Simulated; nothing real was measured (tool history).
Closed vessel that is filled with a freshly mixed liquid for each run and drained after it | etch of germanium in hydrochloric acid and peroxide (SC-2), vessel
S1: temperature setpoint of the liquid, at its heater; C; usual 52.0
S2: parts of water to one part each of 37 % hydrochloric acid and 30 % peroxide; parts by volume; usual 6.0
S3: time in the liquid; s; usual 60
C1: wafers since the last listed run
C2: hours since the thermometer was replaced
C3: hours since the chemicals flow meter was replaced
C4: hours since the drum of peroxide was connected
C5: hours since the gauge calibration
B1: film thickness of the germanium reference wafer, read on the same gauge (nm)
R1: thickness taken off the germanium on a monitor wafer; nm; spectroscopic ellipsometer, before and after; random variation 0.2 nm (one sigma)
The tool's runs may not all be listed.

{"run": 1, "hour": 0.0, "S1": 48.0, "S2": 6.0, "S3": 65, "C1": 0, "C2": 1621.8, "C3": 1824.9, "C4": 430.4, "C5": 971.5, "B1": 139.98, "R1": 97.97}
{"run": 2, "hour": 99.7, "S1": 52.0, "S2": 6.0, "S3": 60, "C1": 13934, "C2": 1721.5, "C3": 1924.6, "C4": 530.1, "C5": 1071.2, "B1": 140.01, "R1": 102.71}
{"run": 3, "hour": 193.9, "S1": 52.0, "S2": 6.0, "S3": 60, "C1": 13166, "C2": 1815.7, "C3": 2018.8, "C4": 624.3, "C5": 1165.4, "B1": 139.98, "R1": 102.84}
{"run": 4, "hour": 243.5, "S1": 45.0, "S2": 6.0, "S3": 60, "C1": 6932, "C2": 1865.3, "C3": 2068.4, "C4": 673.9, "C5": 1215.0, "B1": 140.02, "R1": 82.4}
{"run": 5, "hour": 321.8, "S1": 52.0, "S2": 6.0, "S3": 60, "C1": 10943, "C2": 1943.6, "C3": 2146.7, "C4": 752.2, "C5": 1293.3, "B1": 140.0, "R1": 102.72}
{"hour": 350.3, "done": "new drum of peroxide connected"}
{"run": 6, "hour": 378.3, "S1": 52.0, "S2": 6.0, "S3": 60, "C1": 7757, "C2": 2000.1, "C3": 2203.2, "C4": 28.0, "C5": 1349.8, "B1": 140.01, "R1": 103.7}
{"hour": 389.5, "done": "gauge calibrated"}
{"run": 7, "hour": 460.1, "S1": 52.0, "S2": 6.0, "S3": 40, "C1": 11433, "C2": 2081.9, "C3": 2285.0, "C4": 109.8, "C5": 70.6, "B1": 140.0, "R1": 69.14}
{"hour": 495.2, "done": "chemicals flow meter replaced"}
{"hour": 501.7, "done": "thermometer replaced"}
{"run": 8, "hour": 566.3, "S1": 52.0, "S2": 5.0, "S3": 35, "C1": 14563, "C2": 64.6, "C3": 71.1, "C4": 216.0, "C5": 176.8, "B1": 140.02, "R1": 59.45}
{"run": 9, "hour": 650.9, "S1": 52.0, "S2": 6.0, "S3": 60, "C1": 11824, "C2": 149.2, "C3": 155.7, "C4": 300.6, "C5": 261.4, "B1": 139.99, "R1": 100.89}
{"run": 10, "hour": 709.2, "S1": 58.0, "S2": 4.0, "S3": 80, "C1": 8148, "C2": 207.5, "C3": 214.0, "C4": 358.9, "C5": 319.7, "B1": 140.0, "R1": 164.61}
{"run": 11, "hour": 816.1, "S1": 44.5, "S2": 5.0, "S3": 35, "C1": 14941, "C2": 314.4, "C3": 320.9, "C4": 465.8, "C5": 426.6, "B1": 139.99, "R1": 46.69}
{"run": 12, "hour": 913.4, "S1": 46.5, "S2": 6.0, "S3": 80, "C1": 13599, "C2": 411.7, "C3": 418.2, "C4": 563.1, "C5": 523.9, "B1": 139.99, "R1": 113.65}
{"run": 13, "hour": 983.2, "S1": 52.0, "S2": 6.0, "S3": 60, "C1": 9755, "C2": 481.5, "C3": 488.0, "C4": 632.9, "C5": 593.7, "B1": 140.01, "R1": 101.05}
{"run": 14, "hour": 1067.2, "S1": 58.5, "S2": 5.0, "S3": 60, "C1": 11740, "C2": 565.5, "C3": 572.0, "C4": 716.9, "C5": 677.7, "B1": 140.01, "R1": 124.42}

Hidden state at the last listed run before each entry between runs and at the first one after, where it differs:
Between runs 5 and 6: new drum of peroxide connected (hour 350.3)
  liquid hotter than its thermometer reads (K): 0.863 -> 0.887; peroxide weaker than its label (%): 7.96 -> 1.83
  measured less the result without the state, R1: +2.10 -> +2.72 nm
Between runs 6 and 7: gauge calibrated (hour 389.5)
  liquid hotter than its thermometer reads (K): 0.887 -> 0.923; peroxide weaker than its label (%): 1.83 -> 2.64
  measured less the result without the state, R1: +2.72 -> +1.84 nm
Between runs 7 and 8: chemicals flow meter replaced (hour 495.2); thermometer replaced (hour 501.7)
  liquid hotter than its thermometer reads (K): 0.923 -> 0.19; peroxide weaker than its label (%): 2.64 -> 3.7
  measured less the result without the state, R1: +1.84 -> +0.22 nm
